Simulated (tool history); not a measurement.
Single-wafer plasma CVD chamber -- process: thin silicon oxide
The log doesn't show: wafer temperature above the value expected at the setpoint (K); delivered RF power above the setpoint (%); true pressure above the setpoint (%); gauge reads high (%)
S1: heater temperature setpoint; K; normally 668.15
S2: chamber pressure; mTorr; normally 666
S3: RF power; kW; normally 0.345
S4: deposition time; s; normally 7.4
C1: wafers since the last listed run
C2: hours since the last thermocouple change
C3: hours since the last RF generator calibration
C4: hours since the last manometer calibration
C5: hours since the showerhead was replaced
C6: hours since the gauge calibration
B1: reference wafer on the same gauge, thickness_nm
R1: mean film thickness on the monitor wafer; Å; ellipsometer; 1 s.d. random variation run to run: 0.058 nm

| run | hour | S1 | S2 | S3 | S4 | C1 | C2 | C3 | C4 | C5 | C6 | B1 | R1 |
|---|---|---|---|---|---|---|---|---|---|---|---|---|---|
| 1 | 0 | 668.15 | 666 | 0.37 | 7.4 | 0 | 1024.2 | 1445.3 | 1551.3 | 5302.1 | 1224.1 | 12.601 | 117.57 |
| 2 | 37.8 | 668.15 | 666 | 0.345 | 7.4 | 618 | 1062 | 1483.1 | 1589.1 | 5339.9 | 1261.9 | 12.606 | 112.35 |
| 3 | 118.9 | 668.15 | 666 | 0.4 | 7.4 | 1326 | 1143.1 | 1564.2 | 1670.2 | 5421 | 1343 | 12.601 | 120.26 |
| 4 | 161.9 | 668.15 | 666 | 0.4 | 7.4 | 703 | 1186.1 | 1607.2 | 1713.2 | 5464 | 1386 | 12.586 | 120.32 |
|  | 220.7 | thermocouple changed; heater temperature recalibrated |
| 5 | 226.8 | 668.15 | 666 | 0.345 | 6.57 | 930 | 6.1 | 1672.1 | 1778.1 | 5528.9 | 1450.9 | 12.591 | 101.19 |
| 6 | 263.3 | 668.15 | 666 | 0.345 | 6.57 | 597 | 42.6 | 1708.6 | 1814.6 | 5565.4 | 1487.4 | 12.608 | 101.62 |
| 7 | 308 | 668.15 | 666 | 0.3 | 7.86 | 731 | 87.3 | 1753.3 | 1859.3 | 5610.1 | 1532.1 | 12.596 | 113.75 |
| 8 | 392 | 668.15 | 790 | 0.345 | 7.4 | 1374 | 171.3 | 1837.3 | 1943.3 | 5694.1 | 1616.1 | 12.589 | 131.77 |
| 9 | 488.3 | 668.15 | 790 | 0.345 | 7.4 | 1575 | 267.6 | 1933.6 | 2039.6 | 5790.4 | 1712.4 | 12.583 | 132.54 |
| 10 | 550.7 | 668.15 | 666 | 0.345 | 7.4 | 1020 | 330 | 1996 | 2102 | 5852.8 | 1774.8 | 12.594 | 112.93 |
| 11 | 638.7 | 668.15 | 666 | 0.345 | 7.4 | 1439 | 418 | 2084 | 2190 | 5940.8 | 1862.8 | 12.611 | 111.89 |
|  | 655 | gauge calibrated |
| 12 | 714.1 | 668.15 | 666 | 0.345 | 7.4 | 1233 | 493.4 | 2159.4 | 2265.4 | 6016.2 | 59.1 | 12.583 | 113.67 |
| 13 | 768.6 | 668.15 | 666 | 0.345 | 7.4 | 891 | 547.9 | 2213.9 | 2319.9 | 6070.7 | 113.6 | 12.605 | 113.06 |
|  | 814.7 | capacitance manometer re-zeroed and calibrated |
|  | 823.4 | RF generator calibrated |
| 14 | 858.7 | 668.15 | 666 | 0.345 | 8.81 | 1212 | 638 | 35.3 | 44 | 6160.8 | 203.7 | 12.591 | 136.04 |
| 15 | 930.5 | 668.15 | 666 | 0.345 | 7.4 | 1174 | 709.8 | 107.1 | 115.8 | 6232.6 | 275.5 | 12.602 | 116.17 |
| 16 | 1033.1 | 668.15 | 666 | 0.345 | 7.4 | 1678 | 812.4 | 209.7 | 218.4 | 6335.2 | 378.1 | 12.615 | 116.05 |
| 17 | 1076.4 | 668.15 | 666 | 0.345 | 8.13 | 708 | 855.7 | 253 | 261.7 | 6378.5 | 421.4 | 12.594 | 126.34 |
|  | 1146.1 | showerhead replaced |
| 18 | 1167 | 677.15 | 666 | 0.345 | 8.81 | 1351 | 946.3 | 343.6 | 352.3 | 20.9 | 512 | 12.574 | 137.09 |
| 19 | 1268.2 | 660.15 | 573 | 0.345 | 7.4 | 1655 | 1047.5 | 444.8 | 453.5 | 122.1 | 613.2 | 12.591 | 100.09 |
| 20 | 1331.8 | 668.15 | 666 | 0.345 | 8.55 | 1040 | 1111.1 | 508.4 | 517.1 | 185.7 | 676.8 | 12.62 | 133.38 |
| 21 | 1405.5 | 668.15 | 519 | 0.38 | 7.4 | 1205 | 1184.8 | 582.1 | 590.8 | 259.4 | 750.5 | 12.583 | 93.15 |
|  | 1465 | thermocouple changed; heater temperature recalibrated |
| 22 | 1509.4 | 662.15 | 666 | 0.345 | 8.82 | 1568 | 44.4 | 686 | 694.7 | 363.3 | 854.4 | 12.583 | 136.87 |
| 23 | 1609.9 | 668.15 | 666 | 0.345 | 6.37 | 1644 | 144.9 | 786.5 | 795.2 | 463.8 | 954.9 | 12.594 | 99.43 |
| 24 | 1655.4 | 654.15 | 751 | 0.315 | 7.4 | 744 | 190.4 | 832 | 840.7 | 509.3 | 1000.4 | 12.626 | 125.16 |
| 25 | 1727.8 | 668.15 | 666 | 0.29 | 7.4 | 1184 | 262.8 | 904.4 | 913.1 | 581.7 | 1072.8 | 12.599 | 106.67 |
| 26 | 1783.9 | 664.15 | 666 | 0.345 | 7.4 | 917 | 318.9 | 960.5 | 969.2 | 637.8 | 1128.9 | 12.587 | 115.06 |
| 27 | 1885.1 | 668.15 | 666 | 0.345 | 7.4 | 1655 | 420.1 | 1061.7 | 1070.4 | 739 | 1230.1 | 12.588 | 114.75 |
| 28 | 1963.2 | 680.15 | 540 | 0.275 | 6.28 | 1277 | 498.2 | 1139.8 | 1148.5 | 817.1 | 1308.2 | 12.586 | 71.29 |
| 29 | 2010.7 | 657.15 | 666 | 0.345 | 7.4 | 777 | 545.7 | 1187.3 | 1196 | 864.6 | 1355.7 | 12.611 | 114.36 |

State the hidden condition of the tool at each of the runs:
wafer temperature above the value expected at the setpoint (K): 0 at every run
true pressure above the setpoint (%): 0 at every run
gauge reads high (%): 0 at every run
H1: delivered RF power above the setpoint (%)
| run | H1 |
|---|---|
| 1 | -4.39 |
| 2 | -4.49 |
| 3 | -4.7 |
| 4 | -4.81 |
| 5 | -4.98 |
| 6 | -5.08 |
| 7 | -5.19 |
| 8 | -5.41 |
| 9 | -5.67 |
| 10 | -5.83 |
| 11 | -6.06 |
| 12 | -6.26 |
| 13 | -6.4 |
| 14 | -0.377 |
| 15 | -0.565 |
| 16 | -0.833 |
| 17 | -0.946 |
| 18 | -1.18 |
| 19 | -1.45 |
| 20 | -1.61 |
| 21 | -1.81 |
| 22 | -2.08 |
| 23 | -2.34 |
| 24 | -2.46 |
| 25 | -2.65 |
| 26 | -2.8 |
| 27 | -3.06 |
| 28 | -3.27 |
| 29 | -3.39 |
